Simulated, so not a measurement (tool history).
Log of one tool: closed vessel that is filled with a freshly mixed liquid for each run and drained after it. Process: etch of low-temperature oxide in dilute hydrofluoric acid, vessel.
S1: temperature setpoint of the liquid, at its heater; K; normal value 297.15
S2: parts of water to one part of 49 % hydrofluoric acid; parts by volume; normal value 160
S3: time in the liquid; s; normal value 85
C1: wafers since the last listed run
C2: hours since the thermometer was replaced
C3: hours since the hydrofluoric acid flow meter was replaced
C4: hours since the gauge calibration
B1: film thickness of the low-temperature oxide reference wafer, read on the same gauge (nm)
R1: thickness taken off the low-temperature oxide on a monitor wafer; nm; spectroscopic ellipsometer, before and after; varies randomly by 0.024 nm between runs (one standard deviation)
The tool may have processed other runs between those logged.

run 1 day=0.000 | S1=297.15 S2=160 S3=85 | C1=0 C2=797.1 C3=142.1 C4=3037.7 | B1=72.37 | R1=5.47
run 2 day=4.383 | S1=297.15 S2=160 S3=85 | C1=11940 C2=902.3 C3=247.3 C4=3142.9 | B1=72.49 | R1=5.48
-- day=7.462 thermometer replaced
run 3 day=12.304 | S1=297.15 S2=160 S3=85 | C1=21463 C2=116.2 C3=437.4 C4=3333.0 | B1=72.73 | R1=5.55
run 4 day=15.092 | S1=298.65 S2=160 S3=85 | C1=7593 C2=183.1 C3=504.3 C4=3399.9 | B1=72.74 | R1=5.84
run 5 day=17.238 | S1=299.65 S2=160 S3=85 | C1=5845 C2=234.6 C3=555.8 C4=3451.4 | B1=72.77 | R1=6.06
run 6 day=20.312 | S1=299.65 S2=160 S3=85 | C1=8376 C2=308.4 C3=629.6 C4=3525.2 | B1=72.86 | R1=6.06
run 7 day=33.404 | S1=297.15 S2=105 S3=85 | C1=35661 C2=622.6 C3=943.8 C4=3839.4 | B1=73.12 | R1=9.01
run 8 day=35.962 | S1=297.15 S2=105 S3=85 | C1=6968 C2=684.0 C3=1005.2 C4=3900.8 | B1=73.16 | R1=9.02
run 9 day=38.150 | S1=297.15 S2=160 S3=85 | C1=5958 C2=736.5 C3=1057.7 C4=3953.3 | B1=73.20 | R1=5.56
run 10 day=41.175 | S1=297.15 S2=160 S3=85 | C1=8240 C2=809.1 C3=1130.3 C4=4025.9 | B1=73.27 | R1=5.55
run 11 day=45.096 | S1=294.15 S2=160 S3=85 | C1=10680 C2=903.2 C3=1224.4 C4=4120.0 | B1=73.31 | R1=4.93
run 12 day=48.938 | S1=297.15 S2=160 S3=85 | C1=10464 C2=995.4 C3=1316.6 C4=4212.2 | B1=73.45 | R1=5.58
-- day=50.346 thermometer replaced
run 13 day=51.321 | S1=292.15 S2=160 S3=40 | C1=6378 C2=23.4 C3=1373.8 C4=4269.4 | B1=73.48 | R1=2.16
-- day=53.562 hydrofluoric acid flow meter replaced
run 14 day=54.650 | S1=297.15 S2=215 S3=85 | C1=8955 C2=103.3 C3=26.1 C4=4349.3 | B1=73.53 | R1=3.91
-- day=56.638 gauge calibrated
run 15 day=57.329 | S1=292.65 S2=140 S3=40 | C1=7298 C2=167.6 C3=90.4 C4=16.6 | B1=69.69 | R1=2.42
run 16 day=59.296 | S1=297.15 S2=160 S3=85 | C1=5357 C2=214.8 C3=137.6 C4=63.8 | B1=69.76 | R1=5.31

Run 17 has not been measured yet. What should we expect?
run 17 day=61.046 | S1=297.15 S2=160 S3=120 | C1=4767 C2=256.8 C3=179.6 C4=105.8 | B1=? | R1=?

Run 17 measured B1 69.80, R1 7.53 nm.
Were there no unlogged condition in the tool, this run, its random variation unchanged, would have produced R1 7.55 nm.
